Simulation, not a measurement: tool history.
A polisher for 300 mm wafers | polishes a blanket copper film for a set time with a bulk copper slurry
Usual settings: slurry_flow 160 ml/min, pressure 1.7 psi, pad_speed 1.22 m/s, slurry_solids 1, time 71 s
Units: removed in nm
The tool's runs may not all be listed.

run,hour,slurry_flow,pressure,pad_speed,slurry_solids,time,wafers since the last listed run,wafers polished on this pad,hours since the slurry nozzle was cleaned,hours since the head pressure was calibrated,hours since the slurry blender was calibrated,"incoming thickness of the incoming film, nm",removed
1,0,160,1.7,1.22,1,71,0,1156,55.8,79.4,2.3,1998.4,490.7
# hour 9: worn pad replaced by a new one
2,14.4,160,1.4,1.22,1,88,89,46,70.2,93.8,16.7,1974.2,549.7
3,35.6,160,1.4,1.22,1,88,183,229,91.4,115,37.9,1941.8,537.3
4,70.7,160,1.7,1.22,1,71,303,532,126.5,150.1,73,1980.4,510.5
5,92.1,160,1.7,1.22,1,71,184,717,147.9,171.5,94.4,1962.5,501.3
6,169.9,160,1.7,1.22,1,71,671,1388,225.7,249.3,172.2,1997.7,478.2
7,197.2,160,1.7,1.22,1,71,235,1624,253,276.6,199.5,1964.4,467.8
# hour 205.7: worn pad replaced by a new one
8,209.9,160,1.7,1.22,1,71,75,36,265.7,289.3,212.2,1970.1,518.2
9,236.4,160,1.7,1.22,1,71,228,264,292.2,315.8,238.7,1981.7,505.2
10,260.4,160,1.7,1.22,1,71,207,472,316.2,339.8,262.7,1947.5,487.5
# hour 272.3: slurry blender recalibrated
11,286,160,1.5,1.54,1,71,203,675,341.8,365.4,13.7,1945.7,510.8
12,318,160,1.5,1.54,1,71,276,952,373.8,397.4,45.7,1992.1,510.1
13,340.9,160,1.7,1.22,1,71,197,1149,396.7,420.3,68.6,1976.5,456.6
# hour 350: head pressure recalibrated
14,355.3,160,1.7,1.22,1,71,107,1256,411.1,5.3,83,1993.6,442.7
# hour 370.6: worn pad replaced by a new one
15,385,160,1.7,1.22,1.15,71,221,124,440.8,35,112.7,1976.2,491.3
16,405.9,120,1.7,1.22,1,50,180,304,461.7,55.9,133.6,1962.1,289.4
# hour 416.5: slurry nozzle cleaned
17,423,160,1.7,1.22,0.85,71,138,443,6.5,73,150.7,1959.7,500.5
18,459.5,160,1.7,1.22,0.85,71,315,758,43,109.5,187.2,1981.1,490.4
19,493.4,180,1.3,1.22,0.85,55,292,1051,76.9,143.4,221.1,1991.8,288.5
20,511.8,120,1.7,1.22,1,83,158,1210,95.3,161.8,239.5,1983.3,547.1
21,526.8,160,1.7,1.22,1,71,129,1339,110.3,176.8,254.5,1989,498.2
# hour 532.5: slurry blender recalibrated
# hour 534.7: worn pad replaced by a new one
22,562.4,160,1.7,0.92,1.1,71,270,238,145.9,212.4,29.9,1980.8,418
23,596.9,160,1.7,1.22,1,71,297,536,180.4,246.9,64.4,1974.9,516.8
24,613.7,160,1.2,0.96,0.85,57,145,681,197.2,263.7,81.2,1968.2,227.1
25,629.5,135,1.7,1.22,1,64,136,818,213,279.5,97,1995.8,438.7
26,642.3,160,1.7,1.22,1,71,110,928,225.8,292.3,109.8,1996.2,506.4
27,659.1,145,1.7,1.22,1,71,145,1073,242.6,309.1,126.6,1978.7,484
# hour 697.9: worn pad replaced by a new one
28,698.4,160,1.7,1.22,1,71,304,4,281.9,348.4,165.9,1989.7,516.5
29,718.5,160,1.7,1.22,0.8,71,173,177,302,368.5,186,1964.9,491.8
30,753.5,160,1.4,1.22,1,50,302,479,337,403.5,221,1995.5,289.8
# hour 764.4: slurry blender recalibrated
31,785.1,115,1.7,1.22,1.3,71,255,735,368.6,435.1,20.7,2002,461.1

3 ways to go on from here, each from the tool as it stands after run 31. What would each give?
A,785.5,160,2,1.22,1,71,3,738,369,435.5,21.1,1995.4,?
B,785.5,135,1.7,1.22,1,71,3,738,369,435.5,21.1,1995.4,?
C,785.5,160,1.7,1.62,1,71,3,738,369,435.5,21.1,1995.4,?

run,removed
A,570.2
B,462.9
C,627.4
Without the tool's hidden state the same runs would have given:
run,removed
A,643.8
B,529.1
C,708.3
